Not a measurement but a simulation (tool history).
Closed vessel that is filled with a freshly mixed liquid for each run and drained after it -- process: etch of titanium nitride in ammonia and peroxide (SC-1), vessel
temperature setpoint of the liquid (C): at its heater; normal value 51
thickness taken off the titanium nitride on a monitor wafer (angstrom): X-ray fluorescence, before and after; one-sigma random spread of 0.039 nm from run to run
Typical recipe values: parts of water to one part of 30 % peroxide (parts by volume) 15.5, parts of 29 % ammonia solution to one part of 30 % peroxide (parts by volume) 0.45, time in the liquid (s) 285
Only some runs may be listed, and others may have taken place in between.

run,hour,temperature setpoint of the liquid (C),parts of water to one part of 30 % peroxide (parts by volume),parts of 29 % ammonia solution to one part of 30 % peroxide (parts by volume),time in the liquid (s),wafers since the last listed run,hours since the thermometer was replaced,hours since the ammonia flow meter was replaced,hours since the drum of ammonia solution was connected,hours since the gauge calibration,"read-back film thickness of the titanium nitride reference wafer, read on the same gauge (nm)",thickness taken off the titanium nitride on a monitor wafer (angstrom)
1,0,51,15.5,0.45,150,0,2340.7,1401.6,191.4,410.6,50.04,61.7
2,35,51,15.5,0.45,150,3817,2375.7,1436.6,226.4,445.6,50,61.3
# hour 59.1: new drum of ammonia solution connected
3,68.7,51,15.5,0.45,370,3566,2409.4,1470.3,9.6,479.3,50,150.6
4,84,51,15.5,0.45,370,1668,2424.7,1485.6,24.9,494.6,50,151
5,179.3,51,15.5,0.45,285,10393,2520,1580.9,120.2,589.9,50,115.2
6,194,51,15.5,0.45,285,1603,2534.7,1595.6,134.9,604.6,49.97,115.8
7,226.4,51,15.5,0.45,285,3533,2567.1,1628,167.3,637,50.01,115.6
# hour 229.8: thermometer replaced
# hour 242: ammonia flow meter replaced
8,250.8,58.5,15.5,0.45,345,2442,21,8.8,191.7,661.4,50.02,255.1
9,282.2,44,23,0.55,285,3424,52.4,40.2,223.1,692.8,50.03,64.8
10,300.8,51,21,0.45,330,2028,71,58.8,241.7,711.4,50.01,124
# hour 320.2: new drum of ammonia solution connected
11,328.7,51,15.5,0.45,285,2933,98.9,86.7,8.5,739.3,49.98,126.4
# hour 331.5: gauge calibrated
12,357.4,51,21,0.45,330,3129,127.6,115.4,37.2,25.9,50.01,123.5
13,389.7,58.5,15.5,0.45,345,3522,159.9,147.7,69.5,58.2,50.02,252.9
14,420,51,15.5,0.65,175,3304,190.2,178,99.8,88.5,49.99,82.7
15,450.9,48.5,8.5,0.35,285,3369,221.1,208.9,130.7,119.4,49.97,139.8
16,474.3,56,15.5,0.65,285,2551,244.5,232.3,154.1,142.8,50.03,188.3
17,506.6,54.5,15.5,0.45,195,3522,276.8,264.6,186.4,175.1,50.01,109.6
18,529.2,45.5,13,0.45,330,2464,299.4,287.2,209,197.7,50.01,108.6
19,546.5,51,11.5,0.45,285,1886,316.7,304.5,226.3,215,49.99,148
# hour 565.5: new drum of ammonia solution connected
20,575.8,51,15.5,0.45,285,3086,346,333.8,10.3,244.3,50.03,125.2
21,589.5,45,17.5,0.25,440,1494,359.7,347.5,24,258,50.01,105.9
22,606.1,53.5,15.5,0.45,285,1810,376.3,364.1,40.6,274.6,50,148.3
23,623.2,51,15.5,0.45,285,1864,393.4,381.2,57.7,291.7,49.98,125
24,646.1,51,15.5,0.45,285,2497,416.3,404.1,80.6,314.6,50.02,125.5
25,660.8,56.5,15.5,0.45,285,1603,431,418.8,95.3,329.3,50.01,181.9
26,696.6,51,15.5,0.65,285,3904,466.8,454.6,131.1,365.1,49.96,133.2
27,730.5,51,15.5,0.45,285,3697,500.7,488.5,165,399,50.02,124

Consider 4 possible next runs. They are alternatives, not a sequence: every one starts from the tool as it was left by run 27. What does each give?
A,731.2,51,15.5,0.25,285,76,501.4,489.2,165.7,399.7,?,?
B,731.2,51,11.5,0.3,285,76,501.4,489.2,165.7,399.7,?,?
C,731.2,51,21,0.45,380,76,501.4,489.2,165.7,399.7,?,?
D,731.2,51,15.5,0.55,285,76,501.4,489.2,165.7,399.7,?,?

run,"read-back film thickness of the titanium nitride reference wafer, read on the same gauge (nm)",thickness taken off the titanium nitride on a monitor wafer (angstrom)
A,49.99,111.2
B,49.99,135.5
C,49.99,139.9
D,49.99,128.8
What these runs would have given with no unlogged condition in the tool:
run,thickness taken off the titanium nitride on a monitor wafer (angstrom)
A,115.2
B,140.4
C,144.9
D,133.4
